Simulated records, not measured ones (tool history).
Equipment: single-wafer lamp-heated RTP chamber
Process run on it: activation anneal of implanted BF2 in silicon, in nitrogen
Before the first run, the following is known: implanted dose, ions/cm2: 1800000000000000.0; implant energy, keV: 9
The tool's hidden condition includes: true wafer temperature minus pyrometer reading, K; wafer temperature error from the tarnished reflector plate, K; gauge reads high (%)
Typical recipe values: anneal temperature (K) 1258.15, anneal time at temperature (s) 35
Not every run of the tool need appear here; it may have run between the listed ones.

run,hour,anneal temperature (K),anneal time at temperature (s),wafers since the last listed run,wafers since the last pyrometer calibration,wafers since the reflector plate was cleaned,hours since the gauge calibration,"read-back reference wafer on the same gauge, sheet resistance",sheet resistance of the implanted and annealed layer (ohm/square)
1,0.0,1258.15,19,0,3011,11110,207.9,207.77,261.91
2,9.3,1258.15,19,172,3183,11282,217.2,208.15,265.20
3,16.0,1273.15,35,124,3307,11407,223.9,207.85,183.43
4,24.1,1258.15,35,150,3458,11557,232.0,208.08,220.42
5,39.3,1258.15,35,281,3740,11839,247.2,207.80,222.09
6,52.2,1258.15,35,239,3979,12078,260.1,208.07,221.83
7,58.4,1258.15,35,114,4094,12193,266.3,207.50,221.86
8,67.1,1258.15,26,161,4255,12354,275.0,207.84,238.18
9,79.7,1258.15,26,233,4489,12588,287.6,207.91,239.53
10,132.4,1268.15,35,977,5466,13565,340.3,208.14,194.23
11,138.8,1268.15,35,118,5585,13684,346.7,208.39,193.95
12,149.3,1258.15,35,194,5779,13879,357.2,207.78,218.24
13,162.5,1258.15,35,244,6024,14123,370.4,208.30,218.31
14,173.1,1258.15,35,196,6221,14320,381.0,207.71,218.08
# hour 194.4: reflector plate cleaned
15,194.9,1232.15,49,255,6477,8,402.8,208.03,273.64
16,199.5,1258.15,35,85,6562,93,407.4,208.44,217.52
17,206.2,1258.15,41,124,6686,218,414.1,208.13,206.66
18,222.6,1258.15,35,304,6990,522,430.5,207.96,216.88
# hour 238.6: gauge calibrated
19,276.2,1235.15,55,993,7984,1516,37.6,208.12,255.74
20,287.3,1258.15,53,205,8190,1722,48.7,208.04,188.98
21,297.5,1234.15,18,189,8379,1911,58.9,207.88,331.28
22,309.2,1236.15,16,216,8596,2128,70.6,207.74,329.50
# hour 317.8: pyrometer window cleaned and pyrometer calibrated
23,326.1,1258.15,35,165,154,2293,87.5,207.70,235.77
24,336.2,1258.15,35,187,342,2480,97.6,207.77,232.88
25,382.1,1250.15,29,851,1193,3331,143.5,208.03,265.09
26,397.1,1277.15,23,278,1471,3609,158.5,208.05,205.25
27,412.8,1231.15,49,291,1762,3901,174.2,208.04,285.68
28,425.2,1258.15,35,229,1992,4131,186.6,207.84,226.16

Branching from run 28: 4 alternative next runs. What would each branch give?
A,425.6,1258.15,44,7,1999,4138,187.0,?,?
B,425.6,1237.15,48,7,1999,4138,187.0,?,?
C,425.6,1242.15,26,7,1999,4138,187.0,?,?
D,425.6,1274.15,27,7,1999,4138,187.0,?,?

run,"read-back reference wafer on the same gauge, sheet resistance",sheet resistance of the implanted and annealed layer (ohm/square)
A,207.71,209.64
B,207.71,266.63
C,207.71,291.98
D,207.71,199.18
Had the tool no hidden state, the same runs would have come out as:
run,sheet resistance of the implanted and annealed layer (ohm/square)
A,219.47
B,278.78
C,303.30
D,208.05
